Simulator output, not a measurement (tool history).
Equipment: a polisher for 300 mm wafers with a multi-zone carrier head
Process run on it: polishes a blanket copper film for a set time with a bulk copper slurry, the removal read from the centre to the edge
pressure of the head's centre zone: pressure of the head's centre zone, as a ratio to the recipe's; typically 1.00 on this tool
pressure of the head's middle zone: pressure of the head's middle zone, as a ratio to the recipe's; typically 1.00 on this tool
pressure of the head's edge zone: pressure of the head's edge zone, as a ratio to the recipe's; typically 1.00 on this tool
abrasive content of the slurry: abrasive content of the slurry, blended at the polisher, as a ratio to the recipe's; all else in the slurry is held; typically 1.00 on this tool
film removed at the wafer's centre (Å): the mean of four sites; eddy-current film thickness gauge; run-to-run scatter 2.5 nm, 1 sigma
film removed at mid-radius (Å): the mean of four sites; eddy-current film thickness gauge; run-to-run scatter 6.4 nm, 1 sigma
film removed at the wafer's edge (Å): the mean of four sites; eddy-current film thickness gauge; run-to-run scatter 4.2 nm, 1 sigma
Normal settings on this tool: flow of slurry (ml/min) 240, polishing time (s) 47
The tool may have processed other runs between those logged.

run	hour	flow of slurry (ml/min)	pressure of the head's centre zone	pressure of the head's middle zone	pressure of the head's edge zone	abrasive content of the slurry	polishing time (s)	wafers since the last listed run	wafers polished on this pad	hours since the slurry nozzle was cleaned	hours since the centre zone pressure was calibrated	hours since the edge zone pressure was calibrated	hours since the carrier head's membrane was replaced	incoming thickness of the incoming film, nm	film removed at the wafer's centre (Å)	film removed at mid-radius (Å)	film removed at the wafer's edge (Å)
1	0.0	240	1.00	1.00	1.00	1.00	47	0	1237	180.2	461.6	621.7	1460.0	3090.3	4118	4340	4263
# hour 28.1: edge zone pressure recalibrated
2	53.9	240	1.00	1.00	1.00	1.25	47	675	1913	234.1	515.5	25.8	1513.9	3106.5	4266	4464	4369
3	109.8	240	1.00	1.00	1.00	1.00	62	727	2641	290.0	571.4	81.7	1569.8	3074.5	5469	5651	5515
# hour 137.2: centre zone pressure recalibrated
4	152.5	240	0.94	1.00	1.00	1.25	47	529	3171	332.7	15.3	124.4	1612.5	3064.6	4075	4320	4290
5	190.3	240	1.11	1.00	1.00	1.00	47	492	3663	370.5	53.1	162.2	1650.3	3050.7	4348	4304	4209
# hour 220.6: carrier head's membrane replaced by a new one
6	253.5	240	1.11	1.00	0.93	1.00	47	757	4421	433.7	116.3	225.4	32.9	3034.6	4329	4240	4059
7	317.0	240	1.00	1.00	1.00	1.00	47	826	5248	497.2	179.8	288.9	96.4	3040.1	4088	4221	4194
8	369.8	175	1.00	1.00	1.00	1.00	38	687	5935	550.0	232.6	341.7	149.2	3072.8	3123	3334	3286
9	468.0	240	1.00	1.00	1.00	1.20	47	1278	7214	648.2	330.8	439.9	247.4	3049.6	4142	4298	4304
10	547.4	240	1.00	1.00	1.00	1.00	47	1033	8247	727.6	410.2	519.3	326.8	3024.1	3935	4142	4143
# hour 569.6: worn pad replaced by a new one
11	640.4	190	1.00	1.00	1.00	1.20	47	1158	922	820.6	503.2	612.3	419.8	3109.7	3778	4020	3940
# hour 654.9: centre zone pressure recalibrated
# hour 663.2: edge zone pressure recalibrated
# hour 682.4: slurry nozzle cleaned
12	718.2	240	1.09	1.10	1.00	1.00	47	947	1869	35.8	63.3	55.0	497.6	3120.2	4363	4648	4185
13	815.3	240	1.00	1.00	1.00	1.00	47	1264	3134	132.9	160.4	152.1	594.7	3109.4	4147	4316	4236
14	866.0	240	1.00	1.00	1.00	1.00	47	660	3794	183.6	211.1	202.8	645.4	3097.8	4155	4325	4197
15	938.1	240	1.00	0.95	1.00	0.90	61	938	4733	255.7	283.2	274.9	717.5	3030.7	5276	5309	5343
16	1016.0	240	1.00	1.00	1.00	1.00	47	1014	5747	333.6	361.1	352.8	795.4	3126.4	4075	4206	4214

For run 17, what comes out?
17	1071.7	240	1.00	1.00	1.00	0.75	43	725	6472	389.3	416.8	408.5	851.1	3041.7	?	?	?

{"run 17": {"film removed at the wafer's centre (Å)": 3647, "film removed at mid-radius (Å)": 3801, "film removed at the wafer's edge (Å)": 3667}}
Take away the tool's hidden state, keep the run-to-run variation as it was, and the same run would have given film removed at the wafer's centre (Å) 3703, film removed at mid-radius (Å) 3852, film removed at the wafer's edge (Å) 3705.

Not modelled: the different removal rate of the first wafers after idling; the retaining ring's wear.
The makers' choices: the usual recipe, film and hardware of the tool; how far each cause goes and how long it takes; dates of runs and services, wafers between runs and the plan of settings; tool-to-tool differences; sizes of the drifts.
